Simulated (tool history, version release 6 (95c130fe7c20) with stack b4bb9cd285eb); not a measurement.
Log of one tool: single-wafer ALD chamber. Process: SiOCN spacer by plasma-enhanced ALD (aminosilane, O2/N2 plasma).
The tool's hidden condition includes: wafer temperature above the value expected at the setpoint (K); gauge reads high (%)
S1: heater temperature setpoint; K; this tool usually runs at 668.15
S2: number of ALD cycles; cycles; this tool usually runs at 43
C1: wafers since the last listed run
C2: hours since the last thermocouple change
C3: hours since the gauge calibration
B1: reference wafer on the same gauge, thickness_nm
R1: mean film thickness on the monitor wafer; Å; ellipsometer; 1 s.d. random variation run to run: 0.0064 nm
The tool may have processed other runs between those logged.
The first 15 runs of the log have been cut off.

{"run": 16, "hour": 251.4, "S1": 668.15, "S2": 43, "C1": 103, "C2": 1538.9, "C3": 27.2, "B1": 2.85, "R1": 25.41}
{"run": 17, "hour": 269.0, "S1": 658.15, "S2": 43, "C1": 115, "C2": 1556.5, "C3": 44.8, "B1": 2.851, "R1": 25.32}
{"run": 18, "hour": 282.1, "S1": 660.15, "S2": 49, "C1": 85, "C2": 1569.6, "C3": 57.9, "B1": 2.85, "R1": 28.92}
{"run": 19, "hour": 332.9, "S1": 668.15, "S2": 47, "C1": 332, "C2": 1620.4, "C3": 108.7, "B1": 2.848, "R1": 27.76}
{"run": 20, "hour": 339.8, "S1": 672.15, "S2": 48, "C1": 45, "C2": 1627.3, "C3": 115.6, "B1": 2.849, "R1": 28.28}
{"run": 21, "hour": 349.9, "S1": 663.15, "S2": 43, "C1": 66, "C2": 1637.4, "C3": 125.7, "B1": 2.85, "R1": 25.41}
{"hour": 362.7, "done": "thermocouple changed; heater temperature recalibrated"}
{"run": 22, "hour": 399.8, "S1": 676.15, "S2": 36, "C1": 274, "C2": 37.1, "C3": 175.6, "B1": 2.852, "R1": 21.2}
{"run": 23, "hour": 413.3, "S1": 658.15, "S2": 50, "C1": 88, "C2": 50.6, "C3": 189.1, "B1": 2.85, "R1": 29.47}
{"run": 24, "hour": 427.8, "S1": 654.15, "S2": 47, "C1": 95, "C2": 65.1, "C3": 203.6, "B1": 2.85, "R1": 27.67}
{"run": 25, "hour": 443.3, "S1": 668.15, "S2": 43, "C1": 101, "C2": 80.6, "C3": 219.1, "B1": 2.849, "R1": 25.43}
{"run": 26, "hour": 456.5, "S1": 678.15, "S2": 40, "C1": 86, "C2": 93.8, "C3": 232.3, "B1": 2.852, "R1": 23.34}
{"run": 27, "hour": 464.9, "S1": 660.15, "S2": 41, "C1": 55, "C2": 102.2, "C3": 240.7, "B1": 2.852, "R1": 24.16}
{"run": 28, "hour": 476.7, "S1": 662.15, "S2": 43, "C1": 77, "C2": 114.0, "C3": 252.5, "B1": 2.849, "R1": 25.41}
{"run": 29, "hour": 487.5, "S1": 660.15, "S2": 36, "C1": 70, "C2": 124.8, "C3": 263.3, "B1": 2.851, "R1": 21.3}
{"run": 30, "hour": 497.9, "S1": 661.15, "S2": 43, "C1": 68, "C2": 135.2, "C3": 273.7, "B1": 2.851, "R1": 25.49}

Here are 3 independent what-if runs from the current tool condition. What would each one return?
{"run": "A", "hour": 498.4, "S1": 668.15, "S2": 50, "C1": 3, "C2": 135.7, "C3": 274.2, "B1": "?", "R1": "?"}
{"run": "B", "hour": 498.4, "S1": 676.15, "S2": 43, "C1": 3, "C2": 135.7, "C3": 274.2, "B1": "?", "R1": "?"}
{"run": "C", "hour": 498.4, "S1": 675.15, "S2": 43, "C1": 3, "C2": 135.7, "C3": 274.2, "B1": "?", "R1": "?"}

run=A B1=2.851 R1=29.56
run=B B1=2.851 R1=25.27
run=C B1=2.851 R1=25.34
What these runs would have given with no unlogged condition in the tool:
run=A R1=29.56
run=B R1=25.27
run=C R1=25.34
